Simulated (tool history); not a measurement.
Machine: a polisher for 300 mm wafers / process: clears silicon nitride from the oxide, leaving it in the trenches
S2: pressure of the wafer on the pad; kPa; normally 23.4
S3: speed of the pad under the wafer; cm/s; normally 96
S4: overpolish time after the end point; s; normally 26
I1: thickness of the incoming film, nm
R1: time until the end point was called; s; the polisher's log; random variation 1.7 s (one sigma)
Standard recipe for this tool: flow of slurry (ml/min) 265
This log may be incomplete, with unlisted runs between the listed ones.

{"run": 1, "day": 0.0, "flow of slurry (ml/min)": 265, "S2": 18.6, "S3": 96, "S4": 26, "I1": 119.6, "R1": 147.9}
{"run": 2, "day": 0.525, "flow of slurry (ml/min)": 265, "S2": 23.4, "S3": 96, "S4": 26, "I1": 119.9, "R1": 127.4}
{"run": 3, "day": 0.804, "flow of slurry (ml/min)": 265, "S2": 23.4, "S3": 96, "S4": 26, "I1": 119.9, "R1": 132.3}
{"run": 4, "day": 1.554, "flow of slurry (ml/min)": 265, "S2": 23.4, "S3": 96, "S4": 26, "I1": 121.3, "R1": 132.2}
{"day": 1.988, "done": "worn pad replaced by a new one"}
{"run": 5, "day": 2.008, "flow of slurry (ml/min)": 265, "S2": 23.4, "S3": 96, "S4": 26, "I1": 122.6, "R1": 127.6}
{"run": 6, "day": 2.608, "flow of slurry (ml/min)": 265, "S2": 23.4, "S3": 96, "S4": 26, "I1": 119.8, "R1": 124}
{"run": 7, "day": 3.204, "flow of slurry (ml/min)": 265, "S2": 23.4, "S3": 96, "S4": 26, "I1": 119.5, "R1": 125.5}
{"run": 8, "day": 3.733, "flow of slurry (ml/min)": 300, "S2": 23.4, "S3": 96, "S4": 26, "I1": 119.8, "R1": 126.4}
{"run": 9, "day": 4.042, "flow of slurry (ml/min)": 300, "S2": 23.4, "S3": 96, "S4": 26, "I1": 120.9, "R1": 131.6}
{"run": 10, "day": 4.721, "flow of slurry (ml/min)": 265, "S2": 20.7, "S3": 96, "S4": 26, "I1": 121.1, "R1": 143.9}
{"run": 11, "day": 5.142, "flow of slurry (ml/min)": 265, "S2": 20.7, "S3": 96, "S4": 26, "I1": 119.5, "R1": 151.1}
{"run": 12, "day": 5.646, "flow of slurry (ml/min)": 265, "S2": 23.4, "S3": 96, "S4": 26, "I1": 120.9, "R1": 138.6}
{"day": 6.988, "done": "worn pad replaced by a new one"}
{"run": 13, "day": 7.392, "flow of slurry (ml/min)": 265, "S2": 23.4, "S3": 96, "S4": 26, "I1": 118.7, "R1": 123.9}
{"run": 14, "day": 7.867, "flow of slurry (ml/min)": 265, "S2": 23.4, "S3": 96, "S4": 26, "I1": 121, "R1": 123.3}
{"run": 15, "day": 9.9, "flow of slurry (ml/min)": 195, "S2": 23.4, "S3": 96, "S4": 26, "I1": 118.1, "R1": 133.6}
{"run": 16, "day": 10.354, "flow of slurry (ml/min)": 265, "S2": 27.6, "S3": 96, "S4": 26, "I1": 120.3, "R1": 116}
{"day": 10.754, "done": "slurry nozzle cleaned"}
{"run": 17, "day": 10.867, "flow of slurry (ml/min)": 265, "S2": 23.4, "S3": 96, "S4": 26, "I1": 122.4, "R1": 131.7}
{"day": 11.575, "done": "worn pad replaced by a new one"}
{"run": 18, "day": 11.596, "flow of slurry (ml/min)": 265, "S2": 23.4, "S3": 96, "S4": 26, "I1": 120.4, "R1": 121.1}
{"run": 19, "day": 12.05, "flow of slurry (ml/min)": 180, "S2": 15.2, "S3": 120, "S4": 26, "I1": 121.4, "R1": 140}
{"run": 20, "day": 12.458, "flow of slurry (ml/min)": 300, "S2": 23.4, "S3": 96, "S4": 26, "I1": 122, "R1": 120.9}
{"run": 21, "day": 12.733, "flow of slurry (ml/min)": 265, "S2": 26.2, "S3": 114, "S4": 26, "I1": 118.6, "R1": 90.8}
{"run": 22, "day": 13.162, "flow of slurry (ml/min)": 310, "S2": 29, "S3": 68, "S4": 31, "I1": 119.8, "R1": 141.1}
{"run": 23, "day": 13.65, "flow of slurry (ml/min)": 265, "S2": 23.4, "S3": 96, "S4": 26, "I1": 121, "R1": 126.5}
{"run": 24, "day": 14.333, "flow of slurry (ml/min)": 355, "S2": 23.4, "S3": 96, "S4": 20, "I1": 120.8, "R1": 123.6}
{"run": 25, "day": 14.996, "flow of slurry (ml/min)": 355, "S2": 29.6, "S3": 110, "S4": 26, "I1": 121, "R1": 93.9}
{"day": 15.217, "done": "head pressure recalibrated"}
{"run": 26, "day": 15.567, "flow of slurry (ml/min)": 265, "S2": 23.4, "S3": 96, "S4": 26, "I1": 120.2, "R1": 134.1}
{"run": 27, "day": 15.879, "flow of slurry (ml/min)": 185, "S2": 28.3, "S3": 114, "S4": 40, "I1": 120.2, "R1": 105.5}
{"day": 16.408, "done": "worn pad replaced by a new one"}
{"run": 28, "day": 16.529, "flow of slurry (ml/min)": 265, "S2": 17.9, "S3": 96, "S4": 26, "I1": 119.5, "R1": 147.4}
{"run": 29, "day": 17.233, "flow of slurry (ml/min)": 360, "S2": 29, "S3": 116, "S4": 18, "I1": 119.7, "R1": 81.9}
{"run": 30, "day": 17.738, "flow of slurry (ml/min)": 295, "S2": 29.6, "S3": 96, "S4": 26, "I1": 121.3, "R1": 103.4}
{"run": 31, "day": 18.271, "flow of slurry (ml/min)": 240, "S2": 23.4, "S3": 96, "S4": 26, "I1": 120.6, "R1": 126}
{"run": 32, "day": 20.008, "flow of slurry (ml/min)": 175, "S2": 18.6, "S3": 114, "S4": 35, "I1": 122.4, "R1": 149}
{"run": 33, "day": 20.383, "flow of slurry (ml/min)": 265, "S2": 23.4, "S3": 96, "S4": 26, "I1": 121.4, "R1": 140}
{"run": 34, "day": 20.738, "flow of slurry (ml/min)": 175, "S2": 23.4, "S3": 96, "S4": 26, "I1": 119.6, "R1": 147.5}
{"run": 35, "day": 21.117, "flow of slurry (ml/min)": 215, "S2": 23.4, "S3": 96, "S4": 26, "I1": 119.8, "R1": 146.4}
{"day": 21.312, "done": "worn pad replaced by a new one"}
{"run": 36, "day": 21.754, "flow of slurry (ml/min)": 265, "S2": 23.4, "S3": 96, "S4": 26, "I1": 120.4, "R1": 125}
{"run": 37, "day": 22.233, "flow of slurry (ml/min)": 310, "S2": 15.2, "S3": 96, "S4": 37, "I1": 119.8, "R1": 173.5}

How would selected steps in R1 from run to run divide? Give the signed amount a tool lacking its hidden state would still show from settings, what came in and random variation, and the signed amount left for the hidden state, including any gauge scatter that is not in both of the compared results.
The hidden state here: removal rate lost through wear of the pad, %; slurry flow missing at the pad, %; deviation of the head's pressure from its setpoint, %.
Run 12 -> 13: worn pad replaced by a new one. R1 -14.7 s: hidden state -11.8, all else -2.9.
Run 21 -> 22: flow of slurry (ml/min) 265 -> 310, S2 26.2 -> 29, S3 114 -> 68, S4 26 -> 31. R1 +50.3 s: hidden state +2.7, all else +47.6.
Run 28 -> 29: flow of slurry (ml/min) 265 -> 360, S2 17.9 -> 29, S3 96 -> 116, S4 26 -> 18. R1 -65.5 s: hidden state -3.3, all else -62.2.
Run 31 -> 32: flow of slurry (ml/min) 240 -> 175, S2 23.4 -> 18.6, S3 96 -> 114, S4 26 -> 35. R1 +23 s: hidden state +11.5, all else +11.5.
Run 35 -> 36: flow of slurry (ml/min) 215 -> 265, worn pad replaced by a new one. R1 -21.4 s: hidden state -16.6, all else -4.8.
Run 36 -> 37: flow of slurry (ml/min) 265 -> 310, S2 23.4 -> 15.2, S4 26 -> 37. R1 +48.5 s: hidden state +3.4, all else +45.1.
